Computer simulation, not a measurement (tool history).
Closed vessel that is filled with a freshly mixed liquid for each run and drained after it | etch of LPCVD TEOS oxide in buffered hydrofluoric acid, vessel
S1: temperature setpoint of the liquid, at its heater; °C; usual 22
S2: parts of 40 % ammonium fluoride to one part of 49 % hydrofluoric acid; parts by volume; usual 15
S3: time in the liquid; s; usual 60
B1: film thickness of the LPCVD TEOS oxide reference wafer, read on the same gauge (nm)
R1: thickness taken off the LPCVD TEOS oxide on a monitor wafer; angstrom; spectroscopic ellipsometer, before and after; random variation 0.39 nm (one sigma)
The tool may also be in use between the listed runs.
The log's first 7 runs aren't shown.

run 8 hour=675.5 | S1=22 S2=15 S3=60 | B1=100 | R1=685.3
run 9 hour=736.3 | S1=22 S2=15 S3=40 | B1=100.02 | R1=458.1
-- hour=750.5 thermometer replaced
run 10 hour=827.9 | S1=22 S2=15 S3=40 | B1=99.99 | R1=458.3
run 11 hour=930.7 | S1=22 S2=15 S3=40 | B1=100.01 | R1=460.2
run 12 hour=1001.5 | S1=22 S2=15 S3=60 | B1=100.03 | R1=680.1
run 13 hour=1048.1 | S1=19 S2=19.5 S3=70 | B1=99.99 | R1=523.9
run 14 hour=1085.1 | S1=26.5 S2=15 S3=60 | B1=99.97 | R1=873.6
run 15 hour=1171.8 | S1=22 S2=15 S3=85 | B1=100.01 | R1=969.7
run 16 hour=1239.5 | S1=22 S2=15 S3=80 | B1=99.98 | R1=916.2
run 17 hour=1293.2 | S1=22 S2=15 S3=60 | B1=99.98 | R1=686.6
run 18 hour=1361.1 | S1=22 S2=15 S3=60 | B1=99.98 | R1=686.4
run 19 hour=1437.3 | S1=19.5 S2=17 S3=35 | B1=99.98 | R1=306.8
run 20 hour=1522.8 | S1=26 S2=18 S3=45 | B1=100 | R1=539.4
-- hour=1584.7 gauge calibrated
run 21 hour=1612.9 | S1=22 S2=15 S3=60 | B1=99.99 | R1=687.1
run 22 hour=1709.3 | S1=22 S2=15 S3=60 | B1=100 | R1=690.6
run 23 hour=1890.9 | S1=26 S2=15 S3=90 | B1=99.96 | R1=1276.2
run 24 hour=1936.1 | S1=27 S2=15 S3=90 | B1=99.98 | R1=1357.1
run 25 hour=1973.9 | S1=20 S2=15 S3=30 | B1=99.96 | R1=306.2
run 26 hour=2052.1 | S1=22 S2=15 S3=60 | B1=100 | R1=683.5
run 27 hour=2127.5 | S1=22 S2=15 S3=90 | B1=100 | R1=1033.1
run 28 hour=2224.2 | S1=18 S2=18 S3=45 | B1=99.98 | R1=341.1
run 29 hour=2302.2 | S1=24 S2=15 S3=95 | B1=100.04 | R1=1216.8
-- hour=2329 hydrofluoric acid flow meter replaced
run 30 hour=2355 | S1=22 S2=12 S3=90 | B1=100.01 | R1=1277
run 31 hour=2454.3 | S1=25 S2=18.5 S3=60 | B1=99.99 | R1=654.6
run 32 hour=2491.8 | S1=22 S2=12 S3=60 | B1=99.99 | R1=854.7

Forecast each of these 5 alternatives for the next run:
run A hour=2492.5 | S1=22 S2=19.5 S3=60 | B1=? | R1=?
run B hour=2492.5 | S1=22 S2=17 S3=60 | B1=? | R1=?
run C hour=2492.5 | S1=19 S2=15 S3=60 | B1=? | R1=?
run D hour=2492.5 | S1=17.5 S2=18 S3=35 | B1=? | R1=?
run E hour=2492.5 | S1=22 S2=10 S3=60 | B1=? | R1=?

run=A B1=100 R1=535.2
run=B B1=100 R1=612.8
run=C B1=100 R1=586.1
run=D B1=100 R1=262.3
run=E B1=100 R1=1030.5
Without the tool's hidden state the same runs would have given:
run=A R1=535.2
run=B R1=612.8
run=C R1=586.1
run=D R1=262.3
run=E R1=1030.5
